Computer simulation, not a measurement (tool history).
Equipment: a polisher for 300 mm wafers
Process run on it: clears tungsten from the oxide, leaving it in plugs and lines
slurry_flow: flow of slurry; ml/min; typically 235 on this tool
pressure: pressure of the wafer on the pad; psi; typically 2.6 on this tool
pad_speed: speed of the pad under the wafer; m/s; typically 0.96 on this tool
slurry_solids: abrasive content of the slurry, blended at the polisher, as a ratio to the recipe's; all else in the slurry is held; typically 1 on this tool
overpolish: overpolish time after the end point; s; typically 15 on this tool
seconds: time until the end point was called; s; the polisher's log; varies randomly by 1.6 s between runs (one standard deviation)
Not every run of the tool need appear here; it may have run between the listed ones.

run    hour  slurry_flow  pressure  pad_speed  slurry_solids  overpolish  wafers since the last listed run  wafers polished on this pad  hours since the slurry nozzle was cleaned  hours since the head pressure was calibrated  hours since the slurry blender was calibrated  hours since the slurry got fresh peroxide  incoming thickness of the incoming film, nm  seconds
  1       0          235       2.6       0.96              1          15                                 0                          219                                      308.8                                         685.7                                          103.9                                      270.1                                        432.4    188.3
       59.7  -- slurry tank refilled with fresh slurry and peroxide, repeated, since the last time left the tool worse
  2    94.2          235       2.6       0.96              1          15                               426                          646                                        403                                         779.9                                          198.1                                       34.5                                        438.5    122.2
  3   187.5          235       2.6       0.96              1          15                               427                         1073                                      496.3                                         873.2                                          291.4                                      127.8                                        436.9    127.5
      201.4  -- slurry nozzle cleaned
      224.4  -- head pressure recalibrated
  4   291.2          235       2.6       0.96              1          15                               461                         1534                                       89.8                                          66.8                                          395.1                                      231.5                                        442.5    129.9
  5   382.8          235       2.6       0.96              1          15                               419                         1954                                      181.4                                         158.4                                          486.7                                      323.1                                        437.5    134.2
        397  -- slurry blender recalibrated
  6   466.3          235       2.6       0.96              1          15                               373                         2327                                      264.9                                         241.9                                           69.3                                      406.6                                        439.5    135.3
      487.6  -- worn pad replaced by a new one
  7   508.9          235       2.6       0.96            0.8          15                               176                           97                                      307.5                                         284.5                                          111.9                                      449.2                                        441.6      143
  8   571.4          235       2.6       0.96            0.8          15                               286                          383                                        370                                           347                                          174.4                                      511.7                                        439.2    138.7
  9   642.1          235       2.6       1.24            1.1          19                               323                          707                                      440.7                                         417.7                                          245.1                                      582.4                                        445.6      110
      647.8  -- slurry tank refilled with fresh slurry and peroxide
 10     725          260         3       1.24              1          15                               374                         1082                                      523.6                                         500.6                                            328                                       77.2                                        436.2     88.5
      758.4  -- slurry nozzle cleaned
 11   823.6          235       1.9       0.96              1          15                               446                         1529                                       65.2                                         599.2                                          426.6                                      175.8                                        445.3    176.3
 12     921          265       2.6        0.8              1          15                               445                         1975                                      162.6                                         696.6                                            524                                      273.2                                        437.7    151.7
      946.1  -- slurry blender recalibrated
 13   975.5          235       2.6       0.96              1          15                               240                         2215                                      217.1                                         751.1                                           29.4                                      327.7                                        437.8    132.8
      987.4  -- head pressure recalibrated
     1021.9  -- worn pad replaced by a new one
 14  1038.2          235       2.1       0.74              1          15                               259                           74                                      279.8                                          50.8                                           92.1                                      390.4                                        436.1      203
     1110.1  -- slurry tank refilled with fresh slurry and peroxide
 15  1144.6          190       2.6        1.2            0.9          15                               482                          557                                      386.2                                         157.2                                          198.5                                       34.5                                        444.3    106.6
 16  1250.3          280       2.6       1.08              1          15                               483                         1040                                      491.9                                         262.9                                          304.2                                      140.2                                        433.1    113.8
       1349  -- slurry nozzle cleaned
 17  1354.4          235         2       1.24            1.1          18                               471                         1512                                        5.4                                           367                                          408.3                                      244.3                                        431.7      134
     1415.8  -- slurry blender recalibrated
 18  1456.7          185       3.4       0.96            1.3          15                               459                         1972                                      107.7                                         469.3                                           40.9                                      346.6                                        440.7     97.6
 19  1499.9          235       2.6       0.96              1          15                               197                         2169                                      150.9                                         512.5                                           84.1                                      389.8                                        438.8    136.4
 20  1562.7          160       2.6       0.96           1.15          23                               287                         2457                                      213.7                                         575.3                                          146.9                                      452.6                                        435.3      132
     1568.7  -- worn pad replaced by a new one
     1601.3  -- slurry tank refilled with fresh slurry and peroxide
 21  1646.5          235       2.6       0.96              1          15                               360                          351                                      297.5                                         659.1                                          230.7                                       45.2                                        443.2    123.6
 22  1700.3          280       3.4       0.96              1          15                               246                          597                                      351.3                                         712.9                                          284.5                                         99                                        435.5     94.5
 23  1781.4          160       1.8       0.96              1          15                               371                          969                                      432.4                                           794                                          365.6                                      180.1                                        443.3    194.7
 24  1827.2          235       2.6       0.86              1          19                               209                         1178                                      478.2                                         839.8                                          411.4                                      225.9                                        437.5    141.8
     1892.6  -- head pressure recalibrated
 25  1896.9          175       2.3       0.68              1          22                               309                         1488                                      547.9                                           4.3                                          481.1                                      295.6                                        433.6    195.5

Same runs, no hidden state in the tool, same run-to-run variation:
Hidden conditions of the tool in this case: removal rate lost through wear of the pad, %; slurry flow missing at the pad, %; deviation of the head's pressure from its setpoint, %; abrasive missing from the slurry, %; peroxide lost from the slurry, %.
run  seconds
  1    120.9
  2    119.8
  3    120.4
  4    119.4
  5    121.6
  6    121.6
  7    128.1
  8    123.9
  9       98
 10     84.6
 11    163.1
 12    137.5
 13    119.5
 14    181.5
 15    104.7
 16    107.1
 17      123
 18     88.3
 19    122.9
 20    118.5
 21    119.8
 22     89.5
 23    179.7
 24    129.5
 25    176.4

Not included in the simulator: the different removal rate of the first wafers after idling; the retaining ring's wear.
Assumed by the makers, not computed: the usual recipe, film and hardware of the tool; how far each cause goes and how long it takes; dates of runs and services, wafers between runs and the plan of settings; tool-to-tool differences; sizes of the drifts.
